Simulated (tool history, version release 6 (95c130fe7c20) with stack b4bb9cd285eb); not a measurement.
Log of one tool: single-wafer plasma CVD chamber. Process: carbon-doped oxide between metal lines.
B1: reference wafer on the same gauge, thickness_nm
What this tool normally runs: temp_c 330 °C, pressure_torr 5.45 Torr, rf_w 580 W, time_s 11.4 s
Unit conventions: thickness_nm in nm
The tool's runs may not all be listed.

Run 1, day 0: usual settings but pressure_torr 5.9 Torr; B1 54.722. Result: thickness_nm 67.085 nm.
Run 2, day 1.838: usual settings but pressure_torr 5.9 Torr; B1 54.732. Result: thickness_nm 66.808 nm.
Run 3, day 4.488: usual settings but pressure_torr 5.9 Torr; B1 54.689. Result: thickness_nm 67.016 nm.
At day 5.638: showerhead replaced.
At day 6.154: gauge calibrated.
Run 4, day 6.675: usual settings; B1 54.741. Result: thickness_nm 66.443 nm.
At day 7.471: thermocouple changed; heater temperature recalibrated.
Run 5, day 8.204: usual settings; B1 54.71. Result: thickness_nm 66.251 nm.
Run 6, day 10.979: usual settings; B1 54.606. Result: thickness_nm 65.917 nm.
Run 7, day 13.908: usual settings; B1 54.7. Result: thickness_nm 66.12 nm.
Run 8, day 15.688: usual settings; B1 54.676. Result: thickness_nm 65.833 nm.
At day 16.879: capacitance manometer re-zeroed and calibrated.
Run 9, day 17.996: usual settings; B1 54.657. Result: thickness_nm 65.636 nm.
Run 10, day 20.238: usual settings but time_s 12.7 s; B1 54.686. Result: thickness_nm 73.224 nm.
Run 11, day 22.388: usual settings but temp_c 345 °C, time_s 12.8 s; B1 54.715. Result: thickness_nm 70.138 nm.
Run 12, day 24.383: usual settings but temp_c 340 °C, pressure_torr 6.57 Torr, time_s 9.8 s; B1 54.759. Result: thickness_nm 55.53 nm.
Run 13, day 26.792: usual settings but time_s 10.1 s; B1 54.646. Result: thickness_nm 58.44 nm.
At day 27.967: RF generator calibrated.
Run 14, day 29.521: usual settings but rf_w 535 W, time_s 10 s; B1 54.709. Result: thickness_nm 56.746 nm.
Run 15, day 31.888: usual settings but pressure_torr 5.89 Torr; B1 54.691. Result: thickness_nm 68.398 nm.
Run 16, day 33.975: usual settings but rf_w 630 W; B1 54.683. Result: thickness_nm 70.878 nm.
Run 17, day 35.625: usual settings but pressure_torr 4.78 Torr, rf_w 620 W; B1 54.727. Result: thickness_nm 68.898 nm.
Run 18, day 38.021: usual settings but pressure_torr 6.11 Torr, rf_w 505 W, time_s 9.4 s; B1 54.695. Result: thickness_nm 52.231 nm.
Run 19, day 39.796: usual settings; B1 54.741. Result: thickness_nm 67.734 nm.
Run 20, day 42.667: usual settings; B1 54.668. Result: thickness_nm 67.281 nm.
Run 21, day 43.712: usual settings but temp_c 324 °C, pressure_torr 6.34 Torr; B1 54.749. Result: thickness_nm 70.118 nm.
Run 22, day 46.308: usual settings; B1 54.667. Result: thickness_nm 67.355 nm.
Run 23, day 49.288: usual settings but pressure_torr 5.9 Torr; B1 54.733. Result: thickness_nm 67.585 nm.
Run 24, day 51.971: usual settings; B1 54.698. Result: thickness_nm 67.463 nm.
Run 25, day 53.304: usual settings; B1 54.794. Result: thickness_nm 66.786 nm.
Run 26, day 55.562: usual settings but pressure_torr 4.96 Torr, rf_w 480 W, time_s 10.1 s; B1 54.712. Result: thickness_nm 52.729 nm.
Run 27, day 56.592: usual settings but temp_c 316 °C, pressure_torr 4.28 Torr, rf_w 545 W, time_s 9.8 s; B1 54.707. Result: thickness_nm 57.433 nm.

What if the next run were any one of these 5? Each begins from the tool's condition after run 27:
Run A, day 56.608: usual settings; B1 ?. Result: thickness_nm ?.
Run B, day 56.608: usual settings but pressure_torr 4.28 Torr, time_s 9.4 s; B1 ?. Result: thickness_nm ?.
Run C, day 56.608: usual settings but pressure_torr 4.81 Torr; B1 ?. Result: thickness_nm ?.
Run D, day 56.608: usual settings but rf_w 540 W; B1 ?. Result: thickness_nm ?.
Run E, day 56.608: usual settings but rf_w 530 W, time_s 9.7 s; B1 ?. Result: thickness_nm ?.

run      B1  thickness_nm
  A  54.704        66.839
  B  54.704         53.63
  C  54.704        65.787
  D  54.704        64.211
  E  54.704          54.2
The same runs, with their run-to-run variation unchanged, on a tool lacking any hidden condition would have given:
run  thickness_nm
  A        67.821
  B        54.418
  C        66.753
  D         65.18
  E        55.018

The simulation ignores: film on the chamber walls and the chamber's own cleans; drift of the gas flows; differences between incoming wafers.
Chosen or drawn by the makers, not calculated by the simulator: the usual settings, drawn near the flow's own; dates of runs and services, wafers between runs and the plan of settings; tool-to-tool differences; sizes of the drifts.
